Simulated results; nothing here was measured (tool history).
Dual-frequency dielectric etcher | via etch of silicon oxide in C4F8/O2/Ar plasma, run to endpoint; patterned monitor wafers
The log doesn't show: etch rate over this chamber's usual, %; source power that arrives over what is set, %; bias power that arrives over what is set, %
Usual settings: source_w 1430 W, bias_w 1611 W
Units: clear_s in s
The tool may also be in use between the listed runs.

run	hour	source_w	bias_w	wafers since the last listed run	hours since the last wet clean	hours since the last source power generator calibration	hours since the last bias power generator calibration	hours since the last upper electrode change	incoming incoming film thickness, nm	clear_s
1	0	1180	1611	0	129.7	1773.3	1319	2778.4	2135.9	523.9
2	9.9	1430	1611	40	139.6	1783.2	1328.9	2788.3	2126.5	495.1
3	19	1430	1611	36	148.7	1792.3	1338	2797.4	2138.1	501.3
4	34.6	1430	1611	63	164.3	1807.9	1353.6	2813	2137.6	499
5	48.1	1430	1611	54	177.8	1821.4	1367.1	2826.5	2145.3	503
6	61.8	1430	1611	55	191.5	1835.1	1380.8	2840.2	2112.7	495
7	74.3	1430	1611	50	204	1847.6	1393.3	2852.7	2128.6	498.4
8	89.4	1430	1611	61	219.1	1862.7	1408.4	2867.8	2148.5	503.6
9	96.4	1430	1611	28	226.1	1869.7	1415.4	2874.8	2131.3	500.2
10	106.1	1430	1611	39	235.8	1879.4	1425.1	2884.5	2137	503
11	159.8	1430	1611	218	289.5	1933.1	1478.8	2938.2	2163.1	506.3
12	173	1430	1611	53	302.7	1946.3	1492	2951.4	2142.9	505.8
# hour 179.2: source power generator calibrated
13	190	1430	1611	52	319.7	10.8	1509	2968.4	2132.4	500.2
14	199.1	1430	1611	36	328.8	19.9	1518.1	2977.5	2148.4	506.6
15	205.6	1430	1611	26	335.3	26.4	1524.6	2984	2144.1	505.2
16	220.7	1510	1611	61	350.4	41.5	1539.7	2999.1	2151.5	498.6
17	233.8	1160	1871	53	363.5	54.6	1552.8	3012.2	2137.3	508.4
18	244.5	1430	1338	43	374.2	65.3	1563.5	3022.9	2161.5	537.6
19	254.1	1430	1611	39	383.8	74.9	1573.1	3032.5	2138.7	508.8
20	270	1670	1746	64	399.7	90.8	1589	3048.4	2123.7	470.3
21	285.7	1430	1611	63	415.4	106.5	1604.7	3064.1	2148.8	509
# hour 296: bias power generator calibrated
# hour 313.2: wet clean of the chamber
22	313.7	1430	1611	27	0.5	134.5	17.7	3092.1	2146.9	498.6
23	314.2	1330	1947	2	1	135	18.2	3092.6	2147.6	479.6
# hour 341.8: upper electrode replaced
24	342.3	1110	1611	16	29.1	163.1	46.3	0.5	2140.1	528.2
25	342.7	1630	1482	1	29.5	163.5	46.7	0.9	2151.3	495.2
26	348.2	1700	1611	22	35	169	52.2	6.4	2141.6	476
27	359.1	1430	1611	44	45.9	179.9	63.1	17.3	2138.4	494.4
28	373.1	1690	1790	56	59.9	193.9	77.1	31.3	2164.5	468.2
29	390.4	1600	1756	70	77.2	211.2	94.4	48.6	2145.7	476.5
30	403.8	1260	1611	54	90.6	224.6	107.8	62	2157.5	518.6
31	410.1	1430	1301	25	96.9	230.9	114.1	68.3	2119.4	525.6
32	421.1	1430	1611	44	107.9	241.9	125.1	79.3	2126.3	495.4
33	437.1	1530	1712	65	123.9	257.9	141.1	95.3	2134.8	481.7
34	482	1790	1274	182	168.8	302.8	186	140.2	2139.1	503.4
35	496.5	1180	1611	58	183.3	317.3	200.5	154.7	2153.8	527.5

4 ways to go on from here, each from the tool as it stands after run 35. What would each give?
A	497	1430	1756	2	183.8	317.8	201	155.2	2157.4	?
B	497	1220	1293	2	183.8	317.8	201	155.2	2157.4	?
C	497	1160	1915	2	183.8	317.8	201	155.2	2157.4	?
D	497	1120	1361	2	183.8	317.8	201	155.2	2157.4	?

run	clear_s
A	490
B	554.1
C	502.9
D	557.8
Without the tool's hidden state the same runs would have given:
run	clear_s
A	485.2
B	548.7
C	498
D	552.3

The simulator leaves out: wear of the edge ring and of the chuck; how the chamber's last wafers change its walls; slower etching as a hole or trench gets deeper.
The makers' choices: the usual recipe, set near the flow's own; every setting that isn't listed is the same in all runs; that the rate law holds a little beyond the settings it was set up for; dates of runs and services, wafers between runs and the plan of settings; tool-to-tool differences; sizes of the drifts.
